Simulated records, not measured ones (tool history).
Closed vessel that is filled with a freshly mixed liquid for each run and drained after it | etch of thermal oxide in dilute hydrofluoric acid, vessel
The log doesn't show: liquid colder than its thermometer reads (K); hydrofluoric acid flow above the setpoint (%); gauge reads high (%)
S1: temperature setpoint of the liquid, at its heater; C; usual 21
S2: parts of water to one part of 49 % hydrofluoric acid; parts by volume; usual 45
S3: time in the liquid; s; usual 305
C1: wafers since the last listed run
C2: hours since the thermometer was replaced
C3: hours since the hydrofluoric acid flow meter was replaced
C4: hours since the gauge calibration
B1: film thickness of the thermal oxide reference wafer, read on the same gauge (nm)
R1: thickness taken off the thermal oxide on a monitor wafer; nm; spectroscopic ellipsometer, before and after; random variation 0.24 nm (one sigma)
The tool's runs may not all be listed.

run	hour	S1	S2	S3	C1	C2	C3	C4	B1	R1
1	0	21	45	380	0	1694	1483	312	49.98	40.81
# hour 25.2: gauge calibrated
2	107.3	21	45	380	5575	1801.3	1590.3	82.1	49.99	41.08
3	124.1	21	45	380	872	1818.1	1607.1	98.9	49.98	40.63
4	137.7	21	45	305	706	1831.7	1620.7	112.5	50.03	32.33
5	169.8	24	45	305	1668	1863.8	1652.8	144.6	50.05	36.84
6	203.3	21	45	305	1740	1897.3	1686.3	178.1	50.01	32.45
7	215.3	21	45	305	623	1909.3	1698.3	190.1	50.04	32.08
8	247.4	21	45	305	1668	1941.4	1730.4	222.2	50.02	32.35
# hour 259.5: hydrofluoric acid flow meter replaced
9	265.4	21	45	305	883	1959.4	5.9	240.2	50.02	28.1
10	298.1	21	45	305	1699	1992.1	38.6	272.9	49.94	28.08
# hour 345.9: gauge calibrated
11	362.7	21	45	305	3356	2056.7	103.2	16.8	50.01	27.99
12	391.7	21	55	305	1506	2085.7	132.2	45.8	50.03	22.87
# hour 407.4: thermometer replaced
13	474.7	21	45	305	4261	67.3	215.2	128.8	50.04	30.99
14	500.7	17	60	305	1351	93.3	241.2	154.8	50.01	19.29
15	530	21	45	305	1522	122.6	270.5	184.1	49.96	30.85
16	551.5	25	65	445	1117	144.1	292	205.6	49.98	36.34

Forecast run 17:
17	578.5	21	45	480	1403	171.1	319	232.6	?	?

{"run 17": {"B1": 49.95, "R1": 49.16}}
Without the tool's hidden state the same run would have given R1 49.6 nm.
